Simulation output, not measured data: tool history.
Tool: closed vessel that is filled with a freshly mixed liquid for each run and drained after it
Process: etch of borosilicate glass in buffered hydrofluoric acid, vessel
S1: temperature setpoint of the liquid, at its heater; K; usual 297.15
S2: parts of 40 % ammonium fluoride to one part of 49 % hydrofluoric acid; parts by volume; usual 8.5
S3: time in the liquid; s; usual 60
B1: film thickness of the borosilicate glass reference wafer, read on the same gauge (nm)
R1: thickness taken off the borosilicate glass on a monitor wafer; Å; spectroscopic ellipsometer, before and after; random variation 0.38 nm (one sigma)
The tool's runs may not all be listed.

Run 1, day 0.000: usual settings; B1 80.01. Result: R1 1036.9 Å.
Run 2, day 0.508: usual settings but S1 299.65 K, S3 80 s; B1 79.99. Result: R1 1571.7 Å.
Run 3, day 1.033: usual settings but S1 299.65 K, S3 80 s; B1 80.01. Result: R1 1565.0 Å.
Run 4, day 1.588: usual settings but S1 299.65 K, S3 80 s; B1 80.03. Result: R1 1580.7 Å.
Run 5, day 2.225: usual settings; B1 79.99. Result: R1 1037.8 Å.
Run 6, day 2.888: usual settings; B1 80.02. Result: R1 1039.6 Å.
Run 7, day 3.379: usual settings; B1 79.99. Result: R1 1027.0 Å.
Run 8, day 4.083: usual settings but S3 35 s; B1 79.99. Result: R1 604.0 Å.
Run 9, day 4.654: usual settings but S1 295.65 K; B1 79.99. Result: R1 958.5 Å.
Run 10, day 5.025: usual settings but S3 80 s; B1 80.00. Result: R1 1393.0 Å.
Run 11, day 5.333: usual settings but S3 80 s; B1 80.01. Result: R1 1381.3 Å.
At day 5.379: hydrofluoric acid flow meter replaced.
Run 12, day 5.629: usual settings but S3 80 s; B1 80.00. Result: R1 1383.4 Å.
At day 6.108: thermometer replaced.
Run 13, day 6.242: usual settings but S2 9.0 parts by volume; B1 79.99. Result: R1 865.2 Å.
Run 14, day 6.921: usual settings but S2 9.0 parts by volume; B1 80.01. Result: R1 870.2 Å.
Run 15, day 7.317: usual settings but S1 299.65 K; B1 79.99. Result: R1 1055.1 Å.
Run 16, day 7.671: usual settings but S2 7.5 parts by volume, S3 85 s; B1 80.02. Result: R1 1504.1 Å.
At day 7.808: gauge calibrated.
Run 17, day 8.050: usual settings but S1 292.65 K, S2 11.0 parts by volume, S3 75 s; B1 80.00. Result: R1 723.8 Å.
Run 18, day 8.988: usual settings but S2 11.5 parts by volume; B1 80.01. Result: R1 699.8 Å.

Run 19 comes next. What will it give?
Run 19, day 9.450: usual settings; B1 ?. Result: R1 ?.

{"run 19": {"B1": 80.01, "R1": 927.5}}
Without the tool's hidden state the same run would have given R1 905.0 Å.

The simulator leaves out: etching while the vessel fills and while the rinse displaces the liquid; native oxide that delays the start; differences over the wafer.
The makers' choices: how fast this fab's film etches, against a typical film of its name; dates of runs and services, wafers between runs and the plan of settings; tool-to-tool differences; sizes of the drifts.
